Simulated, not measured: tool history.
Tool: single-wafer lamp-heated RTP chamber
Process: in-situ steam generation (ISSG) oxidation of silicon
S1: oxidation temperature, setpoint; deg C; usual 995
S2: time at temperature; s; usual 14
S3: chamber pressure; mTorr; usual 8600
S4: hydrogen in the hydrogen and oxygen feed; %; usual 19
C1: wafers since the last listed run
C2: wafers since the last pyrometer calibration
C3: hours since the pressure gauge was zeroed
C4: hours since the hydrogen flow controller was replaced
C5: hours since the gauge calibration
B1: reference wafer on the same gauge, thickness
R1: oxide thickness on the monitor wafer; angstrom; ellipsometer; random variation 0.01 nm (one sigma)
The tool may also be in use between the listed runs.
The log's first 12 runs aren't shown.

Run 13, hour 781.7: usual settings but S2 11 s, S4 26 %; C1 569; C2 2019; C3 3561.0; C4 661.7; C5 2050.6; B1 3.690. Result: R1 39.81 angstrom.
Run 14, hour 832.0: usual settings but S1 985 deg C, S4 15 %; C1 419; C2 2438; C3 3611.3; C4 712.0; C5 2100.9; B1 3.693. Result: R1 37.25 angstrom.
Run 15, hour 897.0: usual settings but S3 8100 mTorr; C1 541; C2 2980; C3 3676.3; C4 777.0; C5 2165.9; B1 3.691. Result: R1 41.04 angstrom.
Run 16, hour 950.6: usual settings but S2 20 s, S3 9100 mTorr; C1 446; C2 3427; C3 3729.9; C4 830.6; C5 2219.5; B1 3.693. Result: R1 47.63 angstrom.
Run 17, hour 1008.3: usual settings but S1 982 deg C, S3 9900 mTorr; C1 480; C2 3908; C3 3787.6; C4 888.3; C5 2277.2; B1 3.693. Result: R1 38.42 angstrom.
Run 18, hour 1079.6: usual settings but S1 978 deg C, S2 11 s; C1 594; C2 4502; C3 3858.9; C4 959.6; C5 2348.5; B1 3.694. Result: R1 34.91 angstrom.
At hour 1080.5: gauge calibrated.
Run 19, hour 1118.1: usual settings but S3 9800 mTorr; C1 320; C2 4823; C3 3897.4; C4 998.1; C5 37.6; B1 3.687. Result: R1 40.51 angstrom.
Run 20, hour 1176.4: usual settings; C1 485; C2 5309; C3 3955.7; C4 1056.4; C5 95.9; B1 3.689. Result: R1 41.36 angstrom.
Run 21, hour 1210.0: usual settings but S4 23 %; C1 280; C2 5589; C3 3989.3; C4 1090.0; C5 129.5; B1 3.688. Result: R1 43.40 angstrom.
At hour 1287.3: pyrometer window cleaned and pyrometer calibrated.
Run 22, hour 1287.8: usual settings but S1 984 deg C, S2 19 s; C1 581; C2 4; C3 4067.1; C4 1167.8; C5 207.3; B1 3.688. Result: R1 44.54 angstrom.
Run 23, hour 1339.1: usual settings but S2 10 s, S4 11 %; C1 427; C2 431; C3 4118.4; C4 1219.1; C5 258.6; B1 3.688. Result: R1 30.89 angstrom.
At hour 1437.9: pressure gauge zeroed.
Run 24, hour 1476.9: usual settings but S2 16 s; C1 1081; C2 1513; C3 39.0; C4 1356.9; C5 396.4; B1 3.690. Result: R1 43.39 angstrom.
Run 25, hour 1533.7: usual settings but S2 12 s, S3 7200 mTorr, S4 16 %; C1 473; C2 1987; C3 95.8; C4 1413.7; C5 453.2; B1 3.687. Result: R1 36.49 angstrom.
Run 26, hour 1573.4: usual settings; C1 330; C2 2318; C3 135.5; C4 1453.4; C5 492.9; B1 3.694. Result: R1 40.85 angstrom.
Run 27, hour 1728.6: usual settings but S2 9 s; C1 1293; C2 3611; C3 290.7; C4 1608.6; C5 648.1; B1 3.689. Result: R1 33.97 angstrom.
Run 28, hour 1777.9: usual settings but S1 1003 deg C, S2 10 s, S4 13 %; C1 410; C2 4022; C3 340.0; C4 1657.9; C5 697.4; B1 3.693. Result: R1 33.40 angstrom.
Run 29, hour 1913.9: usual settings but S1 1007 deg C, S2 9 s; C1 1133; C2 5156; C3 476.0; C4 1793.9; C5 833.4; B1 3.686. Result: R1 35.64 angstrom.
Run 30, hour 1956.8: usual settings but S1 980 deg C, S2 9 s, S3 7800 mTorr, S4 11 %; C1 357; C2 5513; C3 518.9; C4 1836.8; C5 876.3; B1 3.689. Result: R1 28.74 angstrom.
At hour 1990.9: pyrometer window cleaned and pyrometer calibrated.
Run 31, hour 2009.7: usual settings but S1 978 deg C, S2 11 s, S4 15 %; C1 374; C2 156; C3 571.8; C4 1889.7; C5 929.2; B1 3.689. Result: R1 32.93 angstrom.

4 ways to go on from here, each from the tool as it stands after run 31. What would each give?
Run A, hour 2010.2: usual settings; C1 4; C2 160; C3 572.3; C4 1890.2; C5 929.7; B1 ?. Result: R1 ?.
Run B, hour 2010.2: usual settings but S2 16 s, S4 16 %; C1 4; C2 160; C3 572.3; C4 1890.2; C5 929.7; B1 ?. Result: R1 ?.
Run C, hour 2010.2: usual settings but S1 989 deg C, S4 16 %; C1 4; C2 160; C3 572.3; C4 1890.2; C5 929.7; B1 ?. Result: R1 ?.
Run D, hour 2010.2: usual settings but S1 1003 deg C, S3 7200 mTorr, S4 15 %; C1 4; C2 160; C3 572.3; C4 1890.2; C5 929.7; B1 ?. Result: R1 ?.

run     B1     R1
  A  3.691  40.51
  B  3.691  41.32
  C  3.691  38.14
  D  3.691  39.38
Without the tool's hidden state the same runs would have given:
run     R1
  A  40.46
  B  41.27
  C  38.09
  D  39.33
